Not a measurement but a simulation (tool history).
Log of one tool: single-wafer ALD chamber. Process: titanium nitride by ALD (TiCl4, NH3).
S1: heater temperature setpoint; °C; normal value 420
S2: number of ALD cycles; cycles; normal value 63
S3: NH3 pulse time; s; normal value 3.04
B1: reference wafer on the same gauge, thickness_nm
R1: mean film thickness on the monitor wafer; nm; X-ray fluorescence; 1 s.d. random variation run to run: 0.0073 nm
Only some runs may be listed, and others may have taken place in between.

run   hour   S1  S2    S3     B1     R1
  1    0.0  420  63  3.04  1.419  1.477
  2    9.0  420  72  3.04  1.419  1.684
      11.6  -- gauge calibrated
  3   18.1  420  72  3.04  1.418  1.671
  4   24.8  420  72  3.04  1.421  1.678
  5   32.5  420  63  3.04  1.421  1.477
  6   44.2  420  63  3.04  1.420  1.472
  7   55.3  420  63  3.04  1.422  1.475
      71.4  -- showerhead replaced
  8   71.9  420  63  3.04  1.419  1.472
  9   78.8  434  67  3.04  1.420  1.562
 10   94.4  414  63  3.04  1.419  1.466
      97.1  -- gauge calibrated
     102.7  -- thermocouple changed; heater temperature recalibrated
 11  103.9  420  55  3.04  1.419  1.298
 12  111.3  420  63  3.04  1.419  1.465
 13  123.1  420  63  3.04  1.421  1.471
 14  136.8  432  63  3.04  1.418  1.478
 15  147.3  425  63  3.64  1.420  1.487
 16  153.4  426  63  3.04  1.420  1.472
 17  164.1  420  63  3.04  1.420  1.486

The tool's hidden state at each run:
wafer temperature above the value expected at the setpoint (K): 0 at every run
gauge reads high (%): 0 at every run
